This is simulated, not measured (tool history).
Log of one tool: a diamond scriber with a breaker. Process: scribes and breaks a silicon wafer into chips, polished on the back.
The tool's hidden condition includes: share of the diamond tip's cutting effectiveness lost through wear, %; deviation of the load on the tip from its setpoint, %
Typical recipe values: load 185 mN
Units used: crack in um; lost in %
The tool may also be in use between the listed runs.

run    hour  load  wafers since the last listed run  hours since the diamond tip was replaced  hours since the load on the tip was calibrated  incoming depth of the damage left on the back of the incoming wafer, um  crack   lost
  1     0.0   226                                 0                                      21.2                                           766.4                                                                     0.04  13.54   5.68
  2    28.5   226                                77                                      49.7                                           794.9                                                                     0.04  13.21   5.36
  3    61.7   226                                90                                      82.9                                           828.1                                                                     0.01  13.02   5.45
  4    87.8   185                                71                                     109.0                                           854.2                                                                     0.03  11.36   1.56
  5   120.4   185                                88                                     141.6                                           886.8                                                                     0.04  11.32   1.53
  6   138.5   185                                49                                     159.7                                           904.9                                                                     0.04  11.26   1.43
  7   167.5   185                                79                                     188.7                                           933.9                                                                     0.05  11.02   1.77
  8   205.3   151                               103                                     226.5                                           971.7                                                                     0.01   9.57   9.19
  9   232.9   151                                75                                     254.1                                           999.3                                                                     0.05   9.63  13.14
 10   254.1   185                                57                                     275.3                                          1020.5                                                                     0.03  11.21   1.97
 11   283.6   185                                80                                     304.8                                          1050.0                                                                     0.03  11.07   2.02
 12   313.5   185                                81                                     334.7                                          1079.9                                                                     0.03  11.09   1.91
 13   345.7   185                                87                                     366.9                                          1112.1                                                                     0.03  11.01   1.96
 14   364.3   185                                50                                     385.5                                          1130.7                                                                     0.04  11.11   1.91
 15   378.0   185                                37                                     399.2                                          1144.4                                                                     0.03  10.81   2.03
 16   412.8   143                                94                                     434.0                                          1179.2                                                                     0.02   9.10  15.45
 17   447.2   185                                93                                     468.4                                          1213.6                                                                     0.02  10.83   2.07
 18   551.8   185                               285                                     573.0                                          1318.2                                                                     0.03  11.01   2.18
 19   581.9   185                                82                                     603.1                                          1348.3                                                                     0.04  10.91   2.22
 20   614.4   185                                88                                     635.6                                          1380.8                                                                     0.02  10.93   2.65
 21   630.5   224                                43                                     651.7                                          1396.9                                                                     0.03  12.41   2.40
 22   646.3   185                                43                                     667.5                                          1412.7                                                                     0.01  10.99   2.52
 23   668.5   138                                60                                     689.7                                          1434.9                                                                     0.03   8.79  20.13
 24   684.1   134                                42                                     705.3                                          1450.5                                                                     0.04   8.52  22.41
 25   707.3   224                                63                                     728.5                                          1473.7                                                                     0.02  12.33   2.62
 26   726.3   229                                51                                     747.5                                          1492.7                                                                     0.02  12.64   3.37
 27   742.6   169                                44                                     763.8                                          1509.0                                                                     0.04  10.15   6.40
      749.1  -- diamond tip replaced by a new one
      753.0  -- load on the tip recalibrated
 28   776.3   145                                81                                      27.2                                            23.3                                                                     0.03   9.75  11.83
 29   802.6   241                                71                                      53.5                                            49.6                                                                     0.03  13.75  10.83
 30   827.0   212                                66                                      77.9                                            74.0                                                                     0.04  12.55   2.73
 31   852.5   206                                69                                     103.4                                            99.5                                                                     0.03  12.36   1.70
 32   877.4   217                                67                                     128.3                                           124.4                                                                     0.02  12.68   3.35
 33   928.0   163                               138                                     178.9                                           175.0                                                                     0.02  10.17   5.93
 34   961.1   234                                90                                     212.0                                           208.1                                                                     0.02  13.19   6.67
 35   990.7   185                                80                                     241.6                                           237.7                                                                     0.02  11.27   1.50
 36  1006.0   204                                41                                     256.9                                           253.0                                                                     0.03  12.03   1.36
 37  1029.4   136                                63                                     280.3                                           276.4                                                                     0.02   8.82  19.38
 38  1043.7   216                                39                                     294.6                                           290.7                                                                     0.03  12.30   2.11
 39  1076.2   137                                88                                     327.1                                           323.2                                                                     0.03   8.89  22.66

Here are 3 independent what-if runs from the current tool condition. What would each one return?
  A  1076.8   228                                 1                                     327.7                                           323.8                                                                     0.02      ?     ?
  B  1076.8   149                                 1                                     327.7                                           323.8                                                                     0.02      ?     ?
  C  1076.8   158                                 1                                     327.7                                           323.8                                                                     0.02      ?     ?

run  crack   lost
  A  12.62   4.05
  B   9.33  12.28
  C   9.73   8.25
Without the tool's hidden state the same runs would have given:
run  crack  lost
  A  13.22  7.27
  B   9.77  7.89
  C  10.19  4.75
